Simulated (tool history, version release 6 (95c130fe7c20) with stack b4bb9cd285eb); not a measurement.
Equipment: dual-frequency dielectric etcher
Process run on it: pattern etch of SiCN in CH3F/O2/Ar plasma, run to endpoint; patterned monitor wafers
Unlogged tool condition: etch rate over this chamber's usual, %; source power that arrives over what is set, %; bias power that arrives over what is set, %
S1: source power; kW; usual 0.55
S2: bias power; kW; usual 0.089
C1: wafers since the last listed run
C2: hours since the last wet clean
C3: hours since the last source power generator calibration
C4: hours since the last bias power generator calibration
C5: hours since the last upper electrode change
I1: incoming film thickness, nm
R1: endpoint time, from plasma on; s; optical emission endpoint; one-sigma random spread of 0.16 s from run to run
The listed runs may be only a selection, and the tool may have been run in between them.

{"run": 1, "hour": 0.0, "S1": 0.55, "S2": 0.089, "C1": 0, "C2": 470.2, "C3": 955.9, "C4": 3074, "C5": 2215.7, "I1": 8.06, "R1": 17.1}
{"run": 2, "hour": 42.6, "S1": 0.55, "S2": 0.089, "C1": 455, "C2": 512.8, "C3": 998.5, "C4": 3116.6, "C5": 2258.3, "I1": 8.08, "R1": 16.8}
{"run": 3, "hour": 133.9, "S1": 0.55, "S2": 0.089, "C1": 976, "C2": 604.1, "C3": 1089.8, "C4": 3207.9, "C5": 2349.6, "I1": 8.07, "R1": 16.8}
{"hour": 163.7, "done": "wet clean of the chamber"}
{"run": 4, "hour": 175.8, "S1": 0.55, "S2": 0.089, "C1": 191, "C2": 12.1, "C3": 1131.7, "C4": 3249.8, "C5": 2391.5, "I1": 8.1, "R1": 17.3}
{"run": 5, "hour": 252.0, "S1": 0.55, "S2": 0.089, "C1": 814, "C2": 88.3, "C3": 1207.9, "C4": 3326, "C5": 2467.7, "I1": 8.05, "R1": 17.5}
{"run": 6, "hour": 319.2, "S1": 0.55, "S2": 0.089, "C1": 718, "C2": 155.5, "C3": 1275.1, "C4": 3393.2, "C5": 2534.9, "I1": 8.05, "R1": 17.3}
{"run": 7, "hour": 425.4, "S1": 0.55, "S2": 0.089, "C1": 1135, "C2": 261.7, "C3": 1381.3, "C4": 3499.4, "C5": 2641.1, "I1": 8.13, "R1": 17.3}
{"hour": 642.1, "done": "bias power generator calibrated"}
{"hour": 679.3, "done": "wet clean of the chamber"}
{"run": 8, "hour": 697.3, "S1": 0.55, "S2": 0.089, "C1": 2607, "C2": 18, "C3": 1653.2, "C4": 55.2, "C5": 2913, "I1": 8.11, "R1": 17.6}
{"run": 9, "hour": 744.6, "S1": 0.55, "S2": 0.089, "C1": 505, "C2": 65.3, "C3": 1700.5, "C4": 102.5, "C5": 2960.3, "I1": 8.13, "R1": 17.8}
{"hour": 784.0, "done": "upper electrode replaced"}
{"run": 10, "hour": 911.2, "S1": 0.55, "S2": 0.077, "C1": 1524, "C2": 231.9, "C3": 1867.1, "C4": 269.1, "C5": 127.2, "I1": 8.15, "R1": 18.3}
{"run": 11, "hour": 960.4, "S1": 0.55, "S2": 0.089, "C1": 526, "C2": 281.1, "C3": 1916.3, "C4": 318.3, "C5": 176.4, "I1": 8.11, "R1": 17.1}
{"run": 12, "hour": 1061.6, "S1": 0.55, "S2": 0.089, "C1": 1081, "C2": 382.3, "C3": 2017.5, "C4": 419.5, "C5": 277.6, "I1": 8.04, "R1": 17.2}
{"run": 13, "hour": 1145.1, "S1": 0.65, "S2": 0.099, "C1": 892, "C2": 465.8, "C3": 2101, "C4": 503, "C5": 361.1, "I1": 8.14, "R1": 15.4}
{"hour": 1161.5, "done": "source power generator calibrated"}
{"hour": 1229.0, "done": "wet clean of the chamber"}
{"run": 14, "hour": 1229.5, "S1": 0.65, "S2": 0.107, "C1": 603, "C2": 0.5, "C3": 68, "C4": 587.4, "C5": 445.5, "I1": 8.11, "R1": 15.8}
{"run": 15, "hour": 1279.2, "S1": 0.45, "S2": 0.089, "C1": 531, "C2": 50.2, "C3": 117.7, "C4": 637.1, "C5": 495.2, "I1": 8.1, "R1": 19.4}
{"run": 16, "hour": 1354.4, "S1": 0.44, "S2": 0.101, "C1": 804, "C2": 125.4, "C3": 192.9, "C4": 712.3, "C5": 570.4, "I1": 8.09, "R1": 18.6}
{"run": 17, "hour": 1391.6, "S1": 0.64, "S2": 0.072, "C1": 397, "C2": 162.6, "C3": 230.1, "C4": 749.5, "C5": 607.6, "I1": 8.14, "R1": 17.5}
{"run": 18, "hour": 1484.7, "S1": 0.68, "S2": 0.069, "C1": 995, "C2": 255.7, "C3": 323.2, "C4": 842.6, "C5": 700.7, "I1": 8.09, "R1": 16.9}
{"run": 19, "hour": 1539.5, "S1": 0.67, "S2": 0.082, "C1": 585, "C2": 310.5, "C3": 378, "C4": 897.4, "C5": 755.5, "I1": 8.13, "R1": 16.1}
{"run": 20, "hour": 1624.3, "S1": 0.62, "S2": 0.089, "C1": 906, "C2": 395.3, "C3": 462.8, "C4": 982.2, "C5": 840.3, "I1": 8.16, "R1": 16.3}
{"run": 21, "hour": 1671.2, "S1": 0.55, "S2": 0.089, "C1": 501, "C2": 442.2, "C3": 509.7, "C4": 1029.1, "C5": 887.2, "I1": 8.12, "R1": 16.9}
{"run": 22, "hour": 1775.5, "S1": 0.55, "S2": 0.089, "C1": 1115, "C2": 546.5, "C3": 614, "C4": 1133.4, "C5": 991.5, "I1": 8.04, "R1": 16.6}
{"hour": 1800.6, "done": "wet clean of the chamber"}
{"run": 23, "hour": 1873.4, "S1": 0.63, "S2": 0.075, "C1": 790, "C2": 72.8, "C3": 711.9, "C4": 1231.3, "C5": 1089.4, "I1": 8.09, "R1": 17.3}

How the hidden state differs across the entries between the runs, from the last listed run before each to the first after it:
In the gap between runs 3 and 4: wet clean of the chamber (hour 163.7)
  etch rate over this chamber's usual, %: 5.41 -> 0.887
  measured minus no-state result, R1: -0.9 -> -0.2 s
In the gap between runs 7 and 8: bias power generator calibrated (hour 642.1); wet clean of the chamber (hour 679.3)
  etch rate over this chamber's usual, %: 3.19 -> 0.613
  measured minus no-state result, R1: -0.6 -> -0.2 s
In the gap between runs 9 and 10: upper electrode replaced (hour 784)
  etch rate over this chamber's usual, %: 1.05 -> 2.59
  measured minus no-state result, R1: -0.2 -> -0.4 s
In the gap between runs 13 and 14: source power generator calibrated (hour 1161.5); wet clean of the chamber (hour 1229)
  etch rate over this chamber's usual, %: 4.75 -> 0.824
  measured minus no-state result, R1: -0.7 -> -0.1 s
In the gap between runs 22 and 23: wet clean of the chamber (hour 1800.6)
  etch rate over this chamber's usual, %: 5.87 -> 0.404
  measured minus no-state result, R1: -1 -> +0 s
